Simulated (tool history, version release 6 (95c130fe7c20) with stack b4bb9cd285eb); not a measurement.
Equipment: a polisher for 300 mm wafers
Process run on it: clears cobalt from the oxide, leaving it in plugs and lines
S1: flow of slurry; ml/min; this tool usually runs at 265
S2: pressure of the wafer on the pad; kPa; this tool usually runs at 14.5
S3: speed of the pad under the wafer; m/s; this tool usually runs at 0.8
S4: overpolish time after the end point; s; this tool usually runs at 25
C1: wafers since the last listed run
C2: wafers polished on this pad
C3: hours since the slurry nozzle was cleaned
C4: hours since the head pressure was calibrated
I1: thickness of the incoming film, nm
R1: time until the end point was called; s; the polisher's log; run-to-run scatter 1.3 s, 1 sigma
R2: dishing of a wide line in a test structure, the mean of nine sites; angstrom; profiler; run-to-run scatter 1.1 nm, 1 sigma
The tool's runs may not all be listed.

run 1 hour=0 | S1=265 S2=14.5 S3=0.8 S4=25 | C1=0 C2=1273 C3=126.1 C4=218.5 | I1=324.9 | R1=86.1 R2=527
run 2 hour=29.7 | S1=265 S2=14.5 S3=0.8 S4=25 | C1=192 C2=1465 C3=155.8 C4=248.2 | I1=322.8 | R1=87.2 R2=516
-- hour=55.2 worn pad replaced by a new one
run 3 hour=57.5 | S1=265 S2=14.5 S3=0.8 S4=25 | C1=154 C2=14 C3=183.6 C4=276 | I1=325.3 | R1=74.7 R2=568
run 4 hour=76.2 | S1=265 S2=14.5 S3=0.8 S4=25 | C1=121 C2=135 C3=202.3 C4=294.7 | I1=331 | R1=78.7 R2=579
run 5 hour=96.5 | S1=265 S2=12.4 S3=0.8 S4=25 | C1=131 C2=267 C3=222.6 C4=315 | I1=325.7 | R1=90.8 R2=521
run 6 hour=123.4 | S1=265 S2=14.5 S3=0.8 S4=25 | C1=174 C2=441 C3=249.5 C4=341.9 | I1=330.6 | R1=79.9 R2=567
run 7 hour=145.1 | S1=265 S2=14.5 S3=0.8 S4=25 | C1=140 C2=582 C3=271.2 C4=363.6 | I1=325.2 | R1=78.6 R2=553
run 8 hour=178 | S1=265 S2=14.5 S3=0.8 S4=25 | C1=213 C2=795 C3=304.1 C4=396.5 | I1=327.2 | R1=82 R2=538
run 9 hour=199.1 | S1=265 S2=14.5 S3=0.8 S4=25 | C1=136 C2=932 C3=325.2 C4=417.6 | I1=325.4 | R1=82.7 R2=540
run 10 hour=227.1 | S1=200 S2=14.5 S3=0.8 S4=25 | C1=181 C2=1113 C3=353.2 C4=445.6 | I1=330 | R1=85.8 R2=509
-- hour=234 slurry nozzle cleaned
run 11 hour=245.9 | S1=200 S2=14.5 S3=0.8 S4=25 | C1=115 C2=1229 C3=11.9 C4=464.4 | I1=321 | R1=88 R2=514
-- hour=264.1 worn pad replaced by a new one
run 12 hour=279.1 | S1=200 S2=14.5 S3=0.8 S4=25 | C1=189 C2=97 C3=45.1 C4=497.6 | I1=324.3 | R1=78.3 R2=537
-- hour=285.3 head pressure recalibrated
run 13 hour=310 | S1=265 S2=14.5 S3=0.8 S4=25 | C1=187 C2=284 C3=76 C4=24.7 | I1=321.8 | R1=76.5 R2=553
run 14 hour=339.5 | S1=265 S2=14.5 S3=0.8 S4=19 | C1=191 C2=476 C3=105.5 C4=54.2 | I1=317.8 | R1=75.4 R2=471
run 15 hour=352.4 | S1=265 S2=14.5 S3=0.8 S4=19 | C1=83 C2=559 C3=118.4 C4=67.1 | I1=328.2 | R1=79.7 R2=480
run 16 hour=375.8 | S1=315 S2=14.5 S3=1.02 S4=25 | C1=151 C2=711 C3=141.8 C4=90.5 | I1=325.5 | R1=61.6 R2=611
run 17 hour=402.4 | S1=265 S2=14.5 S3=0.8 S4=13 | C1=172 C2=883 C3=168.4 C4=117.1 | I1=324.3 | R1=81.8 R2=358
run 18 hour=425 | S1=205 S2=17.2 S3=0.58 S4=25 | C1=146 C2=1030 C3=191 C4=139.7 | I1=320.9 | R1=99.7 R2=490
run 19 hour=459 | S1=240 S2=11.7 S3=0.8 S4=25 | C1=220 C2=1250 C3=225 C4=173.7 | I1=322.9 | R1=106.8 R2=471
-- hour=498 worn pad replaced by a new one
run 20 hour=502 | S1=265 S2=14.5 S3=0.92 S4=37 | C1=252 C2=26 C3=268 C4=216.7 | I1=325.2 | R1=66 R2=711
run 21 hour=515.1 | S1=265 S2=14.5 S3=0.8 S4=25 | C1=84 C2=110 C3=281.1 C4=229.8 | I1=322.2 | R1=74.7 R2=571
run 22 hour=537.6 | S1=350 S2=17.2 S3=1.02 S4=11 | C1=145 C2=256 C3=303.6 C4=252.3 | I1=328.6 | R1=50.4 R2=439

What will run 23 give?
run 23 hour=558.5 | S1=265 S2=16.5 S3=0.8 S4=14 | C1=135 C2=392 C3=324.5 C4=273.2 | I1=322.2 | R1=? R2=?

Run 23 came out at R1 67.1 s, R2 432 angstrom.
With no hidden state in the tool, this same run would have given R1 64.3 s, R2 443 angstrom.
